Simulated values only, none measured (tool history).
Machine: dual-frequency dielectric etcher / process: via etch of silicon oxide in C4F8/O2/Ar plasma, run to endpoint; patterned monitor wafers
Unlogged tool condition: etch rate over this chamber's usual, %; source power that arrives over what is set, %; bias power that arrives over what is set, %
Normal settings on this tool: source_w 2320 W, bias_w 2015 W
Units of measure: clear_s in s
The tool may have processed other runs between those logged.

run	hour	source_w	bias_w	wafers since the last listed run	hours since the last wet clean	hours since the last source power generator calibration	hours since the last bias power generator calibration	hours since the last upper electrode change	incoming incoming film thickness, nm	clear_s
1	0.0	2320	1685	0	437.5	1563.3	2254.4	4672.6	865.4	157.6
2	39.9	2320	1685	262	477.4	1603.2	2294.3	4712.5	857.4	155.9
3	140.0	2320	2015	658	577.5	1703.3	2394.4	4812.6	859.4	147.8
4	187.5	2320	2252	312	625.0	1750.8	2441.9	4860.1	870.3	146.9
# hour 245.5: bias power generator calibrated
# hour 257.7: wet clean of the chamber
# hour 259.4: upper electrode replaced
5	259.9	2320	2185	358	2.2	1823.2	14.4	0.5	864.2	152.5
6	275.4	2320	2185	101	17.7	1838.7	29.9	16.0	863.9	152.0
7	535.7	2440	1667	1711	278.0	2099.0	290.2	276.3	862.6	153.4
8	605.6	2440	1667	459	347.9	2168.9	360.1	346.2	872.4	153.9
9	680.3	2320	2015	491	422.6	2243.6	434.8	420.9	854.9	148.9
10	733.4	2320	2015	349	475.7	2296.7	487.9	474.0	866.3	151.7
11	857.5	2320	2015	815	599.8	2420.8	612.0	598.1	861.1	147.9
# hour 922.6: wet clean of the chamber
12	923.1	2320	2015	273	0.5	2486.4	677.6	663.7	859.8	153.1
13	1010.3	2320	1641	573	87.7	2573.6	764.8	750.9	860.7	158.5
14	1066.0	2670	2364	366	143.4	2629.3	820.5	806.6	857.7	136.9
# hour 1071.9: source power generator calibrated
15	1117.3	2110	1800	311	194.7	45.4	871.8	857.9	859.5	162.3
16	1184.4	2320	2015	441	261.8	112.5	938.9	925.0	854.7	149.3
17	1239.6	2320	1721	362	317.0	167.7	994.1	980.2	868.9	156.8
18	1281.5	2690	2015	275	358.9	209.6	1036.0	1022.1	853.9	136.7
19	1384.1	1840	1525	674	461.5	312.2	1138.6	1124.7	865.3	183.2
20	1422.1	2090	1547	249	499.5	350.2	1176.6	1162.7	864.6	166.5
21	1480.5	2610	2460	383	557.9	408.6	1235.0	1221.1	866.5	134.6
22	1548.6	2850	2424	447	626.0	476.7	1303.1	1289.2	864.6	126.4
# hour 1580.9: wet clean of the chamber
23	1611.0	2440	1667	252	30.1	539.1	1365.5	1351.6	873.4	155.2
24	1666.2	2320	2015	362	85.3	594.3	1420.7	1406.8	854.7	153.3
25	1732.9	2320	2015	438	152.0	661.0	1487.4	1473.5	862.3	152.7
26	1820.2	2010	2495	574	239.3	748.3	1574.7	1560.8	859.1	157.8
27	1881.1	2050	2284	400	300.2	809.2	1635.6	1621.7	869.6	160.7
28	1955.1	2320	2015	486	374.2	883.2	1709.6	1695.7	869.8	152.3
29	1995.7	2780	2180	266	414.8	923.8	1750.2	1736.3	861.3	132.8
30	2057.7	2580	2276	407	476.8	985.8	1812.2	1798.3	867.1	139.0
31	2101.3	2100	2386	286	520.4	1029.4	1855.8	1841.9	863.6	151.2
32	2193.5	2320	2015	606	612.6	1121.6	1948.0	1934.1	862.6	149.3
# hour 2263.7: wet clean of the chamber
33	2264.2	2160	2442	307	0.5	1192.3	2018.7	2004.8	856.7	154.4
34	2478.7	2320	1721	1410	215.0	1406.8	2233.2	2219.3	863.2	156.6

Each row is a separate what-if for the run after 34, all from the same tool condition, not one after another. Results?
A	2479.2	2320	2015	3	215.5	1407.3	2233.7	2219.8	866.4	?
B	2479.2	2640	1824	3	215.5	1407.3	2233.7	2219.8	866.4	?
C	2479.2	2120	2324	3	215.5	1407.3	2233.7	2219.8	866.4	?
D	2479.2	2660	1782	3	215.5	1407.3	2233.7	2219.8	866.4	?
E	2479.2	1990	1700	3	215.5	1407.3	2233.7	2219.8	866.4	?

run	clear_s
A	153.4
B	145.1
C	157.3
D	145.1
E	173.5
What these runs would have given with no unlogged condition in the tool:
run	clear_s
A	155.1
B	146.7
C	159.1
D	146.7
E	175.5

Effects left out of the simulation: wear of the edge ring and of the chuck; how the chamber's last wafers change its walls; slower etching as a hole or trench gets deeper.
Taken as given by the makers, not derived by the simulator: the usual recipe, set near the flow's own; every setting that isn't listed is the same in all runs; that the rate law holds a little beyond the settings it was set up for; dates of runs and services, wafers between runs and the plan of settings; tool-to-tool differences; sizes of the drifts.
